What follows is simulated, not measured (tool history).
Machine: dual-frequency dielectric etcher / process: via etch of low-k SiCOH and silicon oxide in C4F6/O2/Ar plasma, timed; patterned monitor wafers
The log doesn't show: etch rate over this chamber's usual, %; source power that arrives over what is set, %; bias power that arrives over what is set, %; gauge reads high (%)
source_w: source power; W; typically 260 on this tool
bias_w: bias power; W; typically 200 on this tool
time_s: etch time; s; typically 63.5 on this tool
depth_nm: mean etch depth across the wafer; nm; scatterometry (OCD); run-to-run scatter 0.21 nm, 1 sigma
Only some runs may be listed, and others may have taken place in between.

run,hour,source_w,bias_w,time_s,wafers since the last listed run,hours since the last wet clean,hours since the last source power generator calibration,hours since the last bias power generator calibration,hours since the last upper electrode change,hours since the gauge calibration,"read-back reference wafer on the same gauge, depth_nm",depth_nm
1,0.0,260,240,63.5,0,94.6,3282.8,1202.2,3765.7,44.7,145.0,149.2
2,65.7,260,240,63.5,619,160.3,3348.5,1267.9,3831.4,110.4,145.0,149.2
3,118.4,260,200,63.5,496,213.0,3401.2,1320.6,3884.1,163.1,145.0,141.6
4,150.2,260,200,63.5,299,244.8,3433.0,1352.4,3915.9,194.9,145.0,140.9
# hour 235.8: upper electrode replaced
5,236.3,260,236,63.5,585,330.9,3519.1,1438.5,0.5,281.0,145.0,147.5
6,245.5,260,236,63.5,86,340.1,3528.3,1447.7,9.7,290.2,145.0,147.6
# hour 271.0: source power generator calibrated
# hour 278.4: wet clean of the chamber
7,303.7,260,200,63.5,440,25.3,32.7,1505.9,67.9,348.4,145.0,142.5
8,367.4,260,200,63.5,600,89.0,96.4,1569.6,131.6,412.1,145.0,142.2
9,393.4,200,227,69.0,245,115.0,122.4,1595.6,157.6,438.1,145.0,147.1
# hour 421.1: gauge calibrated
10,428.7,280,200,70.0,332,150.3,157.7,1630.9,192.9,7.6,145.1,160.2
11,478.0,310,200,63.5,464,199.6,207.0,1680.2,242.2,56.9,145.0,150.1
12,540.7,260,150,63.5,591,262.3,269.7,1742.9,304.9,119.6,145.0,131.6
# hour 549.8: bias power generator calibrated
13,600.2,310,214,74.5,523,321.8,329.2,50.4,364.4,179.1,145.1,177.4
# hour 641.7: wet clean of the chamber
14,658.1,260,200,63.5,319,16.4,387.1,108.3,422.3,237.0,144.9,141.9
15,687.5,230,200,63.5,277,45.8,416.5,137.7,451.7,266.4,145.0,136.0
16,757.2,260,221,81.5,657,115.5,486.2,207.4,521.4,336.1,145.0,187.1

Below are 3 alternative next runs, each starting from the tool's condition after run 16. Predict each:
A,757.6,260,200,63.5,3,115.9,486.6,207.8,521.8,336.5,?,?
B,757.6,260,232,63.5,3,115.9,486.6,207.8,521.8,336.5,?,?
C,757.6,210,184,56.0,3,115.9,486.6,207.8,521.8,336.5,?,?

run,"read-back reference wafer on the same gauge, depth_nm",depth_nm
A,145.0,141.9
B,145.0,147.7
C,145.0,114.2
With no hidden state in the tool, these same runs would have given:
run,depth_nm
A,141.8
B,147.5
C,114.1
